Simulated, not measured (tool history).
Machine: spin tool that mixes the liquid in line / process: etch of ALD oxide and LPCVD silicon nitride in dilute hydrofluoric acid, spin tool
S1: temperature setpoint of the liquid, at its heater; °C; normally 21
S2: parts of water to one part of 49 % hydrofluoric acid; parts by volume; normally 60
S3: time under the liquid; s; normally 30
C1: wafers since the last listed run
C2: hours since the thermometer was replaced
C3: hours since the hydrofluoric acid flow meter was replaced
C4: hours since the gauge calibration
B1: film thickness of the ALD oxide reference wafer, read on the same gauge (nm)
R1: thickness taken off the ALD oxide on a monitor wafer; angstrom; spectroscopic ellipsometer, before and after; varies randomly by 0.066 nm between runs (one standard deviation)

run,hour,S1,S2,S3,C1,C2,C3,C4,B1,R1
1,0,17,50,30,0,1001,2082.9,224.6,80.03,121.3
2,7.4,17,50,30,113,1008.4,2090.3,232,80,120.8
3,15.6,21,60,30,125,1016.6,2098.5,240.2,80,117.9
4,22,21,60,30,98,1023,2104.9,246.6,79.97,117.5
5,36.1,21,60,30,216,1037.1,2119,260.7,79.98,117.1
6,50.3,21,60,30,217,1051.3,2133.2,274.9,80,117.1
7,63.8,21,60,30,206,1064.8,2146.7,288.4,80.02,117.2
8,71.6,18.5,60,30,119,1072.6,2154.5,296.2,80.01,105.4
# hour 98.3: hydrofluoric acid flow meter replaced
9,121.5,18.5,60,30,749,1122.5,23.2,346.1,79.99,98.8
# hour 133.8: gauge calibrated
10,135.7,18.5,60,30,217,1136.7,37.4,1.9,80,100.4
# hour 139.8: thermometer replaced
# hour 141.7: hydrofluoric acid flow meter replaced, repeated, since the last time left the tool worse
11,150.3,21,50,40,193,10.5,8.6,16.5,80,213.4
12,166.5,23.5,60,30,248,26.7,24.8,32.7,80.02,146.4
13,181.9,19,85,30,236,42.1,40.2,48.1,79.99,82.5
14,191.5,18,80,45,147,51.7,49.8,57.7,79.99,126.2
15,207.3,21,60,15,242,67.5,65.6,73.5,79.98,65.5
16,225.3,18,45,40,275,85.5,83.6,91.5,80,207.9
17,232.5,23.5,60,35,110,92.7,90.8,98.7,80.01,169.1
18,245.8,21,60,45,203,106,104.1,112,80.01,197.4
19,258.9,22.5,40,30,200,119.1,117.2,125.1,80.01,214.5
20,265.7,18.5,60,30,104,125.9,124,131.9,80,118.1
21,280.1,19.5,70,40,220,140.3,138.4,146.3,79.98,137.6
22,290.4,21,60,30,157,150.6,148.7,156.6,79.98,130.4
23,306.5,17.5,80,40,246,166.7,164.8,172.7,80,109.8
24,313.4,17,50,45,105,173.6,171.7,179.6,80.01,200.4

What if the next run were any one of these 4? Each begins from the tool's condition after run 24:
A,313.8,25.5,60,30,6,174,172.1,180,?,?
B,313.8,21,85,30,6,174,172.1,180,?,?
C,313.8,21,70,30,6,174,172.1,180,?,?
D,313.8,22.5,70,45,6,174,172.1,180,?,?

run,B1,R1
A,80.02,156
B,80.02,88.8
C,80.02,109.8
D,80.02,175.3
Without the tool's hidden state the same runs would have given:
run,R1
A,158.6
B,90.3
C,111.7
D,178.2

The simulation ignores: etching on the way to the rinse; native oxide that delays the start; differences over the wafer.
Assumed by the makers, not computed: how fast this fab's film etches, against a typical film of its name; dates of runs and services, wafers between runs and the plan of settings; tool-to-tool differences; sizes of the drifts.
